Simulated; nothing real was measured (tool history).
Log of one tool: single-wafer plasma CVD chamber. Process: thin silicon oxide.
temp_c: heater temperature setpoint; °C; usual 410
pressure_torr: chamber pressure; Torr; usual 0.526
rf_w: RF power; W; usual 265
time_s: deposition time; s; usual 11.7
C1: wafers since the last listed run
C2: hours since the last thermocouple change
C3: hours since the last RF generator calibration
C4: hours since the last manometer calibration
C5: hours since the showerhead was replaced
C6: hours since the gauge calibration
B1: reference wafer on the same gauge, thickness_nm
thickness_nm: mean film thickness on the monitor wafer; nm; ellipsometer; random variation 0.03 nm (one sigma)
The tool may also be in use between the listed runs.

{"run": 1, "hour": 0.0, "temp_c": 410, "pressure_torr": 0.492, "rf_w": 265, "time_s": 13.1, "C1": 0, "C2": 1221.5, "C3": 1148.6, "C4": 2288.9, "C5": 2913.8, "C6": 301.2, "B1": 11.308, "thickness_nm": 12.885}
{"run": 2, "hour": 58.8, "temp_c": 410, "pressure_torr": 0.492, "rf_w": 265, "time_s": 13.1, "C1": 1129, "C2": 1280.3, "C3": 1207.4, "C4": 2347.7, "C5": 2972.6, "C6": 360.0, "B1": 11.29, "thickness_nm": 12.861}
{"run": 3, "hour": 98.6, "temp_c": 410, "pressure_torr": 0.492, "rf_w": 265, "time_s": 13.1, "C1": 764, "C2": 1320.1, "C3": 1247.2, "C4": 2387.5, "C5": 3012.4, "C6": 399.8, "B1": 11.303, "thickness_nm": 12.875}
{"run": 4, "hour": 141.1, "temp_c": 410, "pressure_torr": 0.526, "rf_w": 265, "time_s": 11.7, "C1": 816, "C2": 1362.6, "C3": 1289.7, "C4": 2430.0, "C5": 3054.9, "C6": 442.3, "B1": 11.295, "thickness_nm": 12.197}
{"run": 5, "hour": 192.8, "temp_c": 410, "pressure_torr": 0.526, "rf_w": 265, "time_s": 11.7, "C1": 993, "C2": 1414.3, "C3": 1341.4, "C4": 2481.7, "C5": 3106.6, "C6": 494.0, "B1": 11.308, "thickness_nm": 12.177}
{"hour": 217.4, "done": "capacitance manometer re-zeroed and calibrated"}
{"run": 6, "hour": 221.1, "temp_c": 410, "pressure_torr": 0.526, "rf_w": 265, "time_s": 11.7, "C1": 390, "C2": 1442.6, "C3": 1369.7, "C4": 3.7, "C5": 3134.9, "C6": 522.3, "B1": 11.299, "thickness_nm": 13.06}
{"hour": 265.5, "done": "RF generator calibrated"}
{"run": 7, "hour": 288.0, "temp_c": 410, "pressure_torr": 0.526, "rf_w": 250, "time_s": 10.0, "C1": 1131, "C2": 1509.5, "C3": 22.5, "C4": 70.6, "C5": 3201.8, "C6": 589.2, "B1": 11.311, "thickness_nm": 10.922}
{"run": 8, "hour": 316.2, "temp_c": 410, "pressure_torr": 0.647, "rf_w": 265, "time_s": 12.3, "C1": 541, "C2": 1537.7, "C3": 50.7, "C4": 98.8, "C5": 3230.0, "C6": 617.4, "B1": 11.305, "thickness_nm": 16.523}
{"run": 9, "hour": 355.8, "temp_c": 419, "pressure_torr": 0.643, "rf_w": 240, "time_s": 11.7, "C1": 760, "C2": 1577.3, "C3": 90.3, "C4": 138.4, "C5": 3269.6, "C6": 657.0, "B1": 11.301, "thickness_nm": 15.097}
{"hour": 366.8, "done": "gauge calibrated"}
{"hour": 378.8, "done": "thermocouple changed; heater temperature recalibrated"}
{"run": 10, "hour": 400.4, "temp_c": 410, "pressure_torr": 0.526, "rf_w": 235, "time_s": 13.2, "C1": 703, "C2": 21.6, "C3": 134.9, "C4": 183.0, "C5": 3314.2, "C6": 33.6, "B1": 11.314, "thickness_nm": 14.171}
{"run": 11, "hour": 438.4, "temp_c": 410, "pressure_torr": 0.45, "rf_w": 300, "time_s": 9.5, "C1": 730, "C2": 59.6, "C3": 172.9, "C4": 221.0, "C5": 3352.2, "C6": 71.6, "B1": 11.298, "thickness_nm": 9.542}
{"hour": 469.2, "done": "showerhead replaced"}
{"run": 12, "hour": 504.5, "temp_c": 410, "pressure_torr": 0.526, "rf_w": 265, "time_s": 11.7, "C1": 1116, "C2": 125.7, "C3": 239.0, "C4": 287.1, "C5": 35.3, "C6": 137.7, "B1": 11.312, "thickness_nm": 12.988}
{"run": 13, "hour": 542.7, "temp_c": 410, "pressure_torr": 0.414, "rf_w": 285, "time_s": 11.7, "C1": 733, "C2": 163.9, "C3": 277.2, "C4": 325.3, "C5": 73.5, "C6": 175.9, "B1": 11.302, "thickness_nm": 10.668}
{"run": 14, "hour": 572.7, "temp_c": 399, "pressure_torr": 0.526, "rf_w": 215, "time_s": 11.7, "C1": 576, "C2": 193.9, "C3": 307.2, "C4": 355.3, "C5": 103.5, "C6": 205.9, "B1": 11.309, "thickness_nm": 12.284}
{"run": 15, "hour": 629.7, "temp_c": 410, "pressure_torr": 0.526, "rf_w": 265, "time_s": 11.7, "C1": 1095, "C2": 250.9, "C3": 364.2, "C4": 412.3, "C5": 160.5, "C6": 262.9, "B1": 11.305, "thickness_nm": 13.003}

5 ways to go on from here, each from the tool as it stands after run 15. What would each give?
{"run": "A", "hour": 630.1, "temp_c": 410, "pressure_torr": 0.526, "rf_w": 265, "time_s": 11.7, "C1": 7, "C2": 251.3, "C3": 364.6, "C4": 412.7, "C5": 160.9, "C6": 263.3, "B1": "?", "thickness_nm": "?"}
{"run": "B", "hour": 630.1, "temp_c": 423, "pressure_torr": 0.526, "rf_w": 220, "time_s": 9.7, "C1": 7, "C2": 251.3, "C3": 364.6, "C4": 412.7, "C5": 160.9, "C6": 263.3, "B1": "?", "thickness_nm": "?"}
{"run": "C", "hour": 630.1, "temp_c": 423, "pressure_torr": 0.526, "rf_w": 245, "time_s": 11.7, "C1": 7, "C2": 251.3, "C3": 364.6, "C4": 412.7, "C5": 160.9, "C6": 263.3, "B1": "?", "thickness_nm": "?"}
{"run": "D", "hour": 630.1, "temp_c": 414, "pressure_torr": 0.656, "rf_w": 265, "time_s": 10.1, "C1": 7, "C2": 251.3, "C3": 364.6, "C4": 412.7, "C5": 160.9, "C6": 263.3, "B1": "?", "thickness_nm": "?"}
{"run": "E", "hour": 630.1, "temp_c": 405, "pressure_torr": 0.526, "rf_w": 305, "time_s": 12.7, "C1": 7, "C2": 251.3, "C3": 364.6, "C4": 412.7, "C5": 160.9, "C6": 263.3, "B1": "?", "thickness_nm": "?"}

run=A B1=11.296 thickness_nm=13.024
run=B B1=11.296 thickness_nm=10.108
run=C B1=11.296 thickness_nm=12.598
run=D B1=11.296 thickness_nm=13.744
run=E B1=11.296 thickness_nm=14.802
Without the tool's hidden state the same runs would have given:
run=A thickness_nm=12.993
run=B thickness_nm=10.085
run=C thickness_nm=12.568
run=D thickness_nm=13.713
run=E thickness_nm=14.767

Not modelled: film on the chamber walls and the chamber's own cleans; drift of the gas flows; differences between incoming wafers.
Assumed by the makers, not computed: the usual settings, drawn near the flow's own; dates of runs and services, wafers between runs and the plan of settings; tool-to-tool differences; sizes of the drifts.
